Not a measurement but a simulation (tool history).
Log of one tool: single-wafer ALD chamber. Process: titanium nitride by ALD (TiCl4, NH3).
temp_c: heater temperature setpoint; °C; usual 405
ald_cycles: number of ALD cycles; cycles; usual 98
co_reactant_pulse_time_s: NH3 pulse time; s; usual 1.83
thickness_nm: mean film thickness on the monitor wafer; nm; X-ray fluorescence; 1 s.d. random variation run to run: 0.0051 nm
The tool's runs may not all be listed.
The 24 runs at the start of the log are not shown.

run	hour	temp_c	ald_cycles	co_reactant_pulse_time_s	wafers since the last listed run	hours since the last thermocouple change	hours since the showerhead was replaced	hours since the gauge calibration	read-back reference wafer on the same gauge, thickness_nm	thickness_nm
25	612.7	413	110	1.83	63	385.6	380.0	426.6	1.857	2.295
26	659.1	409	98	1.26	98	432.0	426.4	473.0	1.856	1.969
27	678.2	405	98	1.83	40	451.1	445.5	492.1	1.859	2.027
28	708.0	397	108	1.32	63	480.9	475.3	521.9	1.858	2.165
29	729.4	405	82	1.83	45	502.3	496.7	543.3	1.858	1.707
30	751.0	390	87	1.21	46	523.9	518.3	564.9	1.856	1.688
31	772.7	400	115	2.12	46	545.6	540.0	586.6	1.855	2.404
32	797.8	397	92	1.83	53	570.7	565.1	611.7	1.855	1.896
33	813.2	413	81	1.33	32	586.1	580.5	627.1	1.857	1.647
34	839.7	400	90	1.83	56	612.6	607.0	653.6	1.855	1.866
35	864.1	415	98	2.28	52	637.0	631.4	678.0	1.854	2.070
36	890.9	405	98	1.83	57	663.8	658.2	704.8	1.854	2.036
37	925.7	405	114	1.83	74	698.6	693.0	739.6	1.854	2.360
38	958.3	393	111	1.27	69	731.2	725.6	772.2	1.854	2.193
39	981.6	413	98	1.83	49	754.5	748.9	795.5	1.852	2.037
40	997.6	405	98	1.15	34	770.5	764.9	811.5	1.852	1.921

4 ways to go on from here, each from the tool as it stands after run 40. What would each give?
A	998.2	405	98	1.83	1	771.1	765.5	812.1	?	?
B	998.2	405	98	1.51	1	771.1	765.5	812.1	?	?
C	998.2	418	108	2.28	1	771.1	765.5	812.1	?	?
D	998.2	405	104	1.52	1	771.1	765.5	812.1	?	?

run	read-back reference wafer on the same gauge, thickness_nm	thickness_nm
A	1.852	2.030
B	1.852	2.000
C	1.852	2.272
D	1.852	2.123
The same runs, with their run-to-run variation unchanged, on a tool lacking any hidden condition would have given:
run	thickness_nm
A	2.039
B	2.008
C	2.281
D	2.132
